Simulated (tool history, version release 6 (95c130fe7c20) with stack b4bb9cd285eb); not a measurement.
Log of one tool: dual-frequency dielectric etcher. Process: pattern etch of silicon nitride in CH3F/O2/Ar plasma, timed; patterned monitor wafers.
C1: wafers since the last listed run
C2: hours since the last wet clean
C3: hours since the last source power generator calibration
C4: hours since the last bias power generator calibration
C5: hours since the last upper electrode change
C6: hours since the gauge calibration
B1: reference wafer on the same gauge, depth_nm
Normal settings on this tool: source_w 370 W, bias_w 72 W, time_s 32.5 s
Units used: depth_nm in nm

Run 1, hour 0.0: usual settings; C1 0; C2 262.0; C3 2887.6; C4 1838.3; C5 2175.4; C6 188.4; B1 25.62. Result: depth_nm 22.38 nm.
Run 2, hour 22.5: usual settings; C1 487; C2 284.5; C3 2910.1; C4 1860.8; C5 2197.9; C6 210.9; B1 25.60. Result: depth_nm 22.27 nm.
Run 3, hour 38.1: usual settings; C1 337; C2 300.1; C3 2925.7; C4 1876.4; C5 2213.5; C6 226.5; B1 25.62. Result: depth_nm 22.48 nm.
Run 4, hour 54.7: usual settings; C1 359; C2 316.7; C3 2942.3; C4 1893.0; C5 2230.1; C6 243.1; B1 25.58. Result: depth_nm 22.37 nm.
Run 5, hour 84.9: usual settings; C1 654; C2 346.9; C3 2972.5; C4 1923.2; C5 2260.3; C6 273.3; B1 25.61. Result: depth_nm 22.19 nm.
Run 6, hour 99.3: usual settings; C1 311; C2 361.3; C3 2986.9; C4 1937.6; C5 2274.7; C6 287.7; B1 25.59. Result: depth_nm 22.19 nm.
Run 7, hour 125.8: usual settings; C1 573; C2 387.8; C3 3013.4; C4 1964.1; C5 2301.2; C6 314.2; B1 25.58. Result: depth_nm 22.21 nm.
Run 8, hour 153.3: usual settings; C1 595; C2 415.3; C3 3040.9; C4 1991.6; C5 2328.7; C6 341.7; B1 25.58. Result: depth_nm 22.13 nm.
Run 9, hour 176.8: usual settings; C1 508; C2 438.8; C3 3064.4; C4 2015.1; C5 2352.2; C6 365.2; B1 25.62. Result: depth_nm 22.19 nm.
Run 10, hour 195.4: usual settings; C1 402; C2 457.4; C3 3083.0; C4 2033.7; C5 2370.8; C6 383.8; B1 25.65. Result: depth_nm 22.10 nm.
At hour 251.5: wet clean of the chamber.
Run 11, hour 252.0: usual settings but source_w 400 W; C1 706; C2 0.5; C3 3139.6; C4 2090.3; C5 2427.4; C6 440.4; B1 25.57. Result: depth_nm 23.04 nm.
Run 12, hour 252.4: usual settings but source_w 330 W; C1 8; C2 0.9; C3 3140.0; C4 2090.7; C5 2427.8; C6 440.8; B1 25.53. Result: depth_nm 21.36 nm.
Run 13, hour 270.9: usual settings; C1 400; C2 19.4; C3 3158.5; C4 2109.2; C5 2446.3; C6 459.3; B1 25.56. Result: depth_nm 22.57 nm.
Run 14, hour 301.6: usual settings but bias_w 68 W; C1 664; C2 50.1; C3 3189.2; C4 2139.9; C5 2477.0; C6 490.0; B1 25.59. Result: depth_nm 22.08 nm.
At hour 315.2: bias power generator calibrated.
Run 15, hour 315.8: usual settings but bias_w 62 W; C1 220; C2 64.3; C3 3203.4; C4 0.6; C5 2491.2; C6 504.2; B1 25.59. Result: depth_nm 21.48 nm.
Run 16, hour 348.5: usual settings; C1 708; C2 97.0; C3 3236.1; C4 33.3; C5 2523.9; C6 536.9; B1 25.61. Result: depth_nm 22.36 nm.
Run 17, hour 367.8: usual settings; C1 417; C2 116.3; C3 3255.4; C4 52.6; C5 2543.2; C6 556.2; B1 25.61. Result: depth_nm 22.59 nm.
At hour 382.1: gauge calibrated.
Run 18, hour 402.9: usual settings but source_w 410 W, bias_w 86 W, time_s 28.5 s; C1 760; C2 151.4; C3 3290.5; C4 87.7; C5 2578.3; C6 20.8; B1 25.66. Result: depth_nm 21.55 nm.
At hour 452.6: upper electrode replaced.
Run 19, hour 453.1: usual settings but source_w 280 W, bias_w 59 W; C1 567; C2 201.6; C3 3340.7; C4 137.9; C5 0.5; C6 71.0; B1 25.59. Result: depth_nm 19.04 nm.
Run 20, hour 458.7: usual settings but bias_w 79 W; C1 121; C2 207.2; C3 3346.3; C4 143.5; C5 6.1; C6 76.6; B1 25.63. Result: depth_nm 22.99 nm.
Run 21, hour 487.6: usual settings but source_w 450 W, bias_w 57 W, time_s 38.0 s; C1 625; C2 236.1; C3 3375.2; C4 172.4; C5 35.0; C6 105.5; B1 25.62. Result: depth_nm 26.29 nm.
Run 22, hour 517.8: usual settings but bias_w 86 W; C1 654; C2 266.3; C3 3405.4; C4 202.6; C5 65.2; C6 135.7; B1 25.62. Result: depth_nm 23.55 nm.
At hour 535.3: source power generator calibrated.
Run 23, hour 552.8: usual settings but bias_w 90 W; C1 671; C2 301.3; C3 17.5; C4 237.6; C5 100.2; C6 170.7; B1 25.59. Result: depth_nm 23.78 nm.
Run 24, hour 566.3: usual settings; C1 292; C2 314.8; C3 31.0; C4 251.1; C5 113.7; C6 184.2; B1 25.62. Result: depth_nm 22.29 nm.
Run 25, hour 600.5: usual settings but source_w 460 W, bias_w 86 W, time_s 38.0 s; C1 740; C2 349.0; C3 65.2; C4 285.3; C5 147.9; C6 218.4; B1 25.59. Result: depth_nm 29.93 nm.
Run 26, hour 623.8: usual settings but bias_w 81 W, time_s 37.0 s; C1 504; C2 372.3; C3 88.5; C4 308.6; C5 171.2; C6 241.7; B1 25.67. Result: depth_nm 26.18 nm.
Run 27, hour 648.6: usual settings but source_w 300 W, bias_w 64 W; C1 537; C2 397.1; C3 113.3; C4 333.4; C5 196.0; C6 266.5; B1 25.62. Result: depth_nm 19.74 nm.
Run 28, hour 665.7: usual settings but source_w 290 W, bias_w 79 W, time_s 37.0 s; C1 370; C2 414.2; C3 130.4; C4 350.5; C5 213.1; C6 283.6; B1 25.55. Result: depth_nm 23.56 nm.
Run 29, hour 683.7: usual settings but source_w 340 W, bias_w 62 W, time_s 23.5 s; C1 389; C2 432.2; C3 148.4; C4 368.5; C5 231.1; C6 301.6; B1 25.60. Result: depth_nm 14.82 nm.
Run 30, hour 701.2: usual settings but time_s 28.0 s; C1 379; C2 449.7; C3 165.9; C4 386.0; C5 248.6; C6 319.1; B1 25.60. Result: depth_nm 19.10 nm.
Run 31, hour 715.3: usual settings but source_w 460 W, time_s 42.0 s; C1 305; C2 463.8; C3 180.0; C4 400.1; C5 262.7; C6 333.2; B1 25.58. Result: depth_nm 31.26 nm.

Pick out some run-to-run changes in depth_nm. Of each, how much would a tool without hidden state show as well, from the settings, what came in and chance, and how much is left for the hidden state and any gauge scatter not in both results compared?
The tool's hidden condition here consists of: etch rate over this chamber's usual, %; source power that arrives over what is set, %; bias power that arrives over what is set, %; gauge reads high (%).
Run 10 -> 11: source_w 370 -> 400, wet clean of the chamber. depth_nm +0.94 nm: hidden state +0.39, all else +0.55.
Run 24 -> 25: source_w 370 -> 460, bias_w 72 -> 86, time_s 32.5 -> 38.0. depth_nm +7.64 nm: hidden state -0.17, all else +7.81.
Run 28 -> 29: source_w 290 -> 340, bias_w 79 -> 62, time_s 37.0 -> 23.5. depth_nm -8.74 nm: hidden state +0.17, all else -8.91.
Run 30 -> 31: source_w 370 -> 460, time_s 28.0 -> 42.0. depth_nm +12.16 nm: hidden state -0.29, all else +12.45.
